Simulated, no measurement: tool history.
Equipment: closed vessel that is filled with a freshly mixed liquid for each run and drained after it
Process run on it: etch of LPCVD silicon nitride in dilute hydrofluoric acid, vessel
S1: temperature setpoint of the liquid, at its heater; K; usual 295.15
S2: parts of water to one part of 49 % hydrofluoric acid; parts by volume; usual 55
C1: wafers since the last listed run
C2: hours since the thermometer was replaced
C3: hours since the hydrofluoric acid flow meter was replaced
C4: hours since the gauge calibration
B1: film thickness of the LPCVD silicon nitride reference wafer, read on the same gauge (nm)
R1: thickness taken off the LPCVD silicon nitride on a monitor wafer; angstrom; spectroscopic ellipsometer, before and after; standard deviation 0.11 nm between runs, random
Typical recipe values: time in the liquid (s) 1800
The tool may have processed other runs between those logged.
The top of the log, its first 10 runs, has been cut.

{"run": 11, "hour": 402.8, "S1": 295.15, "S2": 55, "time in the liquid (s)": 1305, "C1": 768, "C2": 2664.6, "C3": 1727.3, "C4": 536.6, "B1": 140.01, "R1": 81.6}
{"run": 12, "hour": 448.1, "S1": 292.15, "S2": 55, "time in the liquid (s)": 1030, "C1": 1431, "C2": 2709.9, "C3": 1772.6, "C4": 581.9, "B1": 139.98, "R1": 52.1}
{"hour": 455.1, "done": "thermometer replaced"}
{"run": 13, "hour": 490.0, "S1": 291.65, "S2": 65, "time in the liquid (s)": 1800, "C1": 1292, "C2": 34.9, "C3": 1814.5, "C4": 623.8, "B1": 139.99, "R1": 73.9}
{"run": 14, "hour": 585.5, "S1": 291.65, "S2": 65, "time in the liquid (s)": 1800, "C1": 3018, "C2": 130.4, "C3": 1910.0, "C4": 719.3, "B1": 139.95, "R1": 74.5}
{"hour": 650.9, "done": "gauge calibrated"}
{"run": 15, "hour": 652.4, "S1": 295.15, "S2": 65, "time in the liquid (s)": 2480, "C1": 2114, "C2": 197.3, "C3": 1976.9, "C4": 1.5, "B1": 139.99, "R1": 130.6}
{"run": 16, "hour": 678.0, "S1": 295.15, "S2": 65, "time in the liquid (s)": 2480, "C1": 809, "C2": 222.9, "C3": 2002.5, "C4": 27.1, "B1": 139.99, "R1": 128.3}
{"run": 17, "hour": 706.4, "S1": 295.15, "S2": 45, "time in the liquid (s)": 1800, "C1": 897, "C2": 251.3, "C3": 2030.9, "C4": 55.5, "B1": 139.97, "R1": 135.3}
{"run": 18, "hour": 776.4, "S1": 295.15, "S2": 55, "time in the liquid (s)": 1800, "C1": 2212, "C2": 321.3, "C3": 2100.9, "C4": 125.5, "B1": 140.0, "R1": 110.0}
{"run": 19, "hour": 811.4, "S1": 297.65, "S2": 40, "time in the liquid (s)": 940, "C1": 1106, "C2": 356.3, "C3": 2135.9, "C4": 160.5, "B1": 140.0, "R1": 92.7}
{"hour": 854.5, "done": "hydrofluoric acid flow meter replaced"}
{"run": 20, "hour": 866.1, "S1": 295.15, "S2": 75, "time in the liquid (s)": 885, "C1": 1697, "C2": 411.0, "C3": 11.6, "C4": 215.2, "B1": 140.01, "R1": 43.8}
{"run": 21, "hour": 917.6, "S1": 290.15, "S2": 35, "time in the liquid (s)": 2850, "C1": 1627, "C2": 462.5, "C3": 63.1, "C4": 266.7, "B1": 140.0, "R1": 208.1}
{"run": 22, "hour": 943.4, "S1": 299.65, "S2": 30, "time in the liquid (s)": 1800, "C1": 815, "C2": 488.3, "C3": 88.9, "C4": 292.5, "B1": 139.99, "R1": 298.7}
{"run": 23, "hour": 1014.7, "S1": 295.15, "S2": 85, "time in the liquid (s)": 1375, "C1": 2253, "C2": 559.6, "C3": 160.2, "C4": 363.8, "B1": 139.98, "R1": 61.3}

Expected results for the next run?
{"run": 24, "hour": 1076.3, "S1": 291.65, "S2": 40, "time in the liquid (s)": 1130, "C1": 1947, "C2": 621.2, "C3": 221.8, "C4": 425.4, "B1": "?", "R1": "?"}

Run 24 gave B1 140.00, R1 81.8 angstrom.
Had the tool carried no hidden state, the very same run would have given R1 83.1 angstrom.
